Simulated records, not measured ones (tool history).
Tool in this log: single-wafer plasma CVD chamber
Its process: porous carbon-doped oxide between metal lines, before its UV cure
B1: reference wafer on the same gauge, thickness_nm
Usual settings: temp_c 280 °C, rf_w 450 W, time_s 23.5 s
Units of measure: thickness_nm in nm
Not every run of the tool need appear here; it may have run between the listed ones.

run 1 day=0 | temp_c=280 rf_w=450 time_s=23.5 | B1=125.059 | thickness_nm=122.997
run 2 day=0.725 | temp_c=280 rf_w=450 time_s=23.5 | B1=124.991 | thickness_nm=122.648
run 3 day=1.179 | temp_c=280 rf_w=450 time_s=23.5 | B1=125.013 | thickness_nm=122.651
run 4 day=1.671 | temp_c=280 rf_w=520 time_s=23.5 | B1=125.008 | thickness_nm=131.816
run 5 day=2.4 | temp_c=280 rf_w=520 time_s=23.5 | B1=125.018 | thickness_nm=131.645
run 6 day=2.917 | temp_c=280 rf_w=520 time_s=23.5 | B1=125.01 | thickness_nm=131.566
run 7 day=3.333 | temp_c=280 rf_w=450 time_s=23.5 | B1=124.975 | thickness_nm=122.098
run 8 day=4.067 | temp_c=280 rf_w=450 time_s=23.5 | B1=125.015 | thickness_nm=122.234
-- day=4.492 RF generator calibrated
-- day=4.854 showerhead replaced
run 9 day=4.875 | temp_c=280 rf_w=450 time_s=23.5 | B1=124.991 | thickness_nm=126.854
run 10 day=5.304 | temp_c=280 rf_w=450 time_s=23.5 | B1=125.013 | thickness_nm=126.897
run 11 day=5.904 | temp_c=280 rf_w=450 time_s=23.5 | B1=124.982 | thickness_nm=126.869
run 12 day=6.588 | temp_c=280 rf_w=380 time_s=27.4 | B1=125.014 | thickness_nm=135.458
-- day=6.892 gauge calibrated
run 13 day=7.192 | temp_c=280 rf_w=450 time_s=23.5 | B1=125.021 | thickness_nm=126.347
-- day=7.679 thermocouple changed; heater temperature recalibrated
run 14 day=7.7 | temp_c=280 rf_w=520 time_s=21.3 | B1=124.967 | thickness_nm=128.548
run 15 day=8.104 | temp_c=272 rf_w=370 time_s=23.5 | B1=125.014 | thickness_nm=127.421
run 16 day=8.825 | temp_c=287 rf_w=450 time_s=23.5 | B1=125.028 | thickness_nm=125.505
run 17 day=9.292 | temp_c=280 rf_w=450 time_s=23.5 | B1=125.045 | thickness_nm=132.252
run 18 day=9.617 | temp_c=294 rf_w=365 time_s=25.5 | B1=124.959 | thickness_nm=117.076
run 19 day=9.938 | temp_c=266 rf_w=405 time_s=21.9 | B1=125.005 | thickness_nm=129.822
run 20 day=10.262 | temp_c=280 rf_w=400 time_s=20.8 | B1=125.009 | thickness_nm=110.395
run 21 day=10.658 | temp_c=293 rf_w=415 time_s=22.1 | B1=125.029 | thickness_nm=108.811
run 22 day=11.033 | temp_c=280 rf_w=450 time_s=23.5 | B1=125.001 | thickness_nm=131.927

Per-run results on a tool with no hidden state, each run keeping its own random variation:
What the log doesn't record here: wafer temperature above the value expected at the setpoint (K); delivered RF power above the setpoint (%); gauge reads high (%).
run=1 thickness_nm=133.819
run=2 thickness_nm=133.592
run=3 thickness_nm=133.69
run=4 thickness_nm=142.957
run=5 thickness_nm=142.929
run=6 thickness_nm=142.955
run=7 thickness_nm=133.544
run=8 thickness_nm=133.85
run=9 thickness_nm=133.579
run=10 thickness_nm=133.715
run=11 thickness_nm=133.814
run=12 thickness_nm=143.03
run=13 thickness_nm=133.539
run=14 thickness_nm=129.952
run=15 thickness_nm=128.994
run=16 thickness_nm=127.071
run=17 thickness_nm=133.954
run=18 thickness_nm=118.568
run=19 thickness_nm=131.583
run=20 thickness_nm=111.881
run=21 thickness_nm=110.268
run=22 thickness_nm=133.766

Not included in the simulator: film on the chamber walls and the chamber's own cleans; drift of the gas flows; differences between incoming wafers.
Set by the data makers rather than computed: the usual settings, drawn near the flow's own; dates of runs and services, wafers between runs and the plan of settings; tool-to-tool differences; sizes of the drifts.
